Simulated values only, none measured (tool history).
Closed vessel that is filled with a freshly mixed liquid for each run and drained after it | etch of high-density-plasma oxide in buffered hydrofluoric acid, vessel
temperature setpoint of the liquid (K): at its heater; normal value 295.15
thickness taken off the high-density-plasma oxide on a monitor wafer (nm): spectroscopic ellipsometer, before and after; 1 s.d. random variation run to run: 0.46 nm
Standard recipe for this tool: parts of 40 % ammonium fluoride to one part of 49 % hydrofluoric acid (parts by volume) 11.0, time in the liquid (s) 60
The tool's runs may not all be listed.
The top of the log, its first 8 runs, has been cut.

run     day  temperature setpoint of the liquid (K)  parts of 40 % ammonium fluoride to one part of 49 % hydrofluoric acid (parts by volume)  time in the liquid (s)  read-back film thickness of the high-density-plasma oxide reference wafer, read on the same gauge (nm)  thickness taken off the high-density-plasma oxide on a monitor wafer (nm)
  9  16.608                                  295.15                                                                                     11.0                      35                                                                                                   82.33                                                                      41.56
 10  19.233                                  295.15                                                                                     11.0                      35                                                                                                   82.67                                                                      42.00
 11  20.879                                  296.65                                                                                     11.0                      60                                                                                                   82.88                                                                      78.01
     22.592  -- hydrofluoric acid flow meter replaced
 12  23.121                                  296.65                                                                                     11.0                      60                                                                                                   83.19                                                                      77.67
     24.275  -- gauge calibrated
 13  25.054                                  296.65                                                                                     11.0                      60                                                                                                   80.47                                                                      75.95
 14  27.892                                  295.15                                                                                     11.0                      60                                                                                                   80.49                                                                      70.21
 15  29.992                                  295.15                                                                                     11.0                      60                                                                                                   80.53                                                                      69.31
 16  32.279                                  295.15                                                                                     11.0                      60                                                                                                   80.57                                                                      70.08
 17  34.983                                  295.15                                                                                     12.5                      60                                                                                                   80.60                                                                      61.70
 18  37.304                                  297.65                                                                                     11.0                      80                                                                                                   80.67                                                                     105.23
 19  38.979                                  291.15                                                                                      9.5                      90                                                                                                   80.71                                                                      94.94
 20  40.446                                  291.65                                                                                     13.0                      90                                                                                                   80.75                                                                      73.08
 21  43.112                                  295.15                                                                                     13.0                      60                                                                                                   80.84                                                                      59.32
 22  44.454                                  295.15                                                                                     11.0                      60                                                                                                   80.89                                                                      70.02
     45.833  -- thermometer replaced
 23  46.129                                  291.15                                                                                     11.0                      60                                                                                                   80.97                                                                      55.70
 24  47.808                                  298.65                                                                                     11.0                      60                                                                                                   81.06                                                                      84.70
 25  50.104                                  295.15                                                                                     11.0                      60                                                                                                   81.15                                                                      70.44
 26  53.029                                  297.65                                                                                      7.0                      75                                                                                                   81.34                                                                     155.70
 27  54.792                                  290.15                                                                                     11.0                      75                                                                                                   81.47                                                                      66.73
 28  57.092                                  292.65                                                                                      9.0                      45                                                                                                   81.61                                                                      54.21
 29  58.408                                  295.15                                                                                     11.0                      60                                                                                                   81.71                                                                      71.07
 30  60.325                                  290.65                                                                                      8.0                      35                                                                                                   81.83                                                                      42.70
 31  61.592                                  300.15                                                                                     15.5                      50                                                                                                   81.93                                                                      54.74
 32  67.375                                  295.15                                                                                     11.0                      60                                                                                                   82.44                                                                      71.67

3 options for the next run, each taken on its own from the tool as it stands now. Forecast them:
  A  67.404                                  293.15                                                                                     11.0                      60                                                                                                       ?                                                                          ?
  B  67.404                                  295.15                                                                                     11.0                      70                                                                                                       ?                                                                          ?
  C  67.404                                  291.65                                                                                     11.0                      60                                                                                                       ?                                                                          ?

run  read-back film thickness of the high-density-plasma oxide reference wafer, read on the same gauge (nm)  thickness taken off the high-density-plasma oxide on a monitor wafer (nm)
  A                                                                                                   82.40                                                                      63.49
  B                                                                                                   82.40                                                                      82.79
  C                                                                                                   82.40                                                                      58.35
Stripped of hidden state, with their random variation kept, the same runs would have yielded:
run  thickness taken off the high-density-plasma oxide on a monitor wafer (nm)
  A                                                                      61.63
  B                                                                      80.37
  C                                                                      56.64
